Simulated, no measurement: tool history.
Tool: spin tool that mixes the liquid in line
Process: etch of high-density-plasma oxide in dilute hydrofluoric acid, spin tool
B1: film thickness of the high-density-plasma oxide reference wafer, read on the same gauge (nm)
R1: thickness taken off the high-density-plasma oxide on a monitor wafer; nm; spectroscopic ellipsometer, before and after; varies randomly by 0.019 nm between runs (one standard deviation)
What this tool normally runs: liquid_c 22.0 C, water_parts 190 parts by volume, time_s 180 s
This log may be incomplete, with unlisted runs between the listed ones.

Run 1, hour 0.0: usual settings but water_parts 265 parts by volume; B1 60.001. Result: R1 2.398 nm.
Run 2, hour 12.8: usual settings; B1 60.003. Result: R1 3.561 nm.
Run 3, hour 28.7: usual settings; B1 60.020. Result: R1 3.540 nm.
Run 4, hour 36.9: usual settings; B1 59.999. Result: R1 3.559 nm.
Run 5, hour 49.7: usual settings but liquid_c 18.5 C; B1 60.003. Result: R1 3.084 nm.
At hour 55.3: thermometer replaced.
Run 6, hour 63.1: usual settings but time_s 140 s; B1 60.008. Result: R1 2.988 nm.
At hour 64.9: hydrofluoric acid flow meter replaced.
Run 7, hour 77.4: usual settings but time_s 140 s; B1 59.997. Result: R1 3.029 nm.
Run 8, hour 88.9: usual settings; B1 59.998. Result: R1 3.849 nm.
Run 9, hour 95.8: usual settings; B1 60.031. Result: R1 3.860 nm.
At hour 96.9: gauge calibrated.
Run 10, hour 104.0: usual settings but time_s 265 s; B1 60.012. Result: R1 5.675 nm.
Run 11, hour 114.8: usual settings but time_s 120 s; B1 60.010. Result: R1 2.543 nm.
Run 12, hour 122.1: usual settings but water_parts 125 parts by volume, time_s 280 s; B1 60.018. Result: R1 9.718 nm.
Run 13, hour 132.6: usual settings but water_parts 120 parts by volume; B1 60.010. Result: R1 6.576 nm.
Run 14, hour 146.5: usual settings but water_parts 105 parts by volume; B1 60.013. Result: R1 7.565 nm.
Run 15, hour 152.6: usual settings but water_parts 155 parts by volume, time_s 140 s; B1 60.012. Result: R1 3.804 nm.
Run 16, hour 159.5: usual settings but liquid_c 25.0 C, time_s 75 s; B1 60.039. Result: R1 1.786 nm.
Run 17, hour 170.3: usual settings; B1 60.010. Result: R1 3.855 nm.

Each row is a separate what-if for the run after 17, all from the same tool condition, not one after another. Results?
Run A, hour 170.8: usual settings; B1 ?. Result: R1 ?.
Run B, hour 170.8: usual settings but liquid_c 24.5 C, water_parts 120 parts by volume, time_s 250 s; B1 ?. Result: R1 ?.
Run C, hour 170.8: usual settings but liquid_c 26.0 C, water_parts 110 parts by volume; B1 ?. Result: R1 ?.
Run D, hour 170.8: usual settings but liquid_c 19.5 C; B1 ?. Result: R1 ?.

run      B1     R1
  A  59.977  3.792
  B  59.977  9.922
  C  59.977  8.364
  D  59.977  3.442
Without the tool's unlogged condition, the same runs would have read:
run      R1
  A   3.885
  B  10.169
  C   8.570
  D   3.528

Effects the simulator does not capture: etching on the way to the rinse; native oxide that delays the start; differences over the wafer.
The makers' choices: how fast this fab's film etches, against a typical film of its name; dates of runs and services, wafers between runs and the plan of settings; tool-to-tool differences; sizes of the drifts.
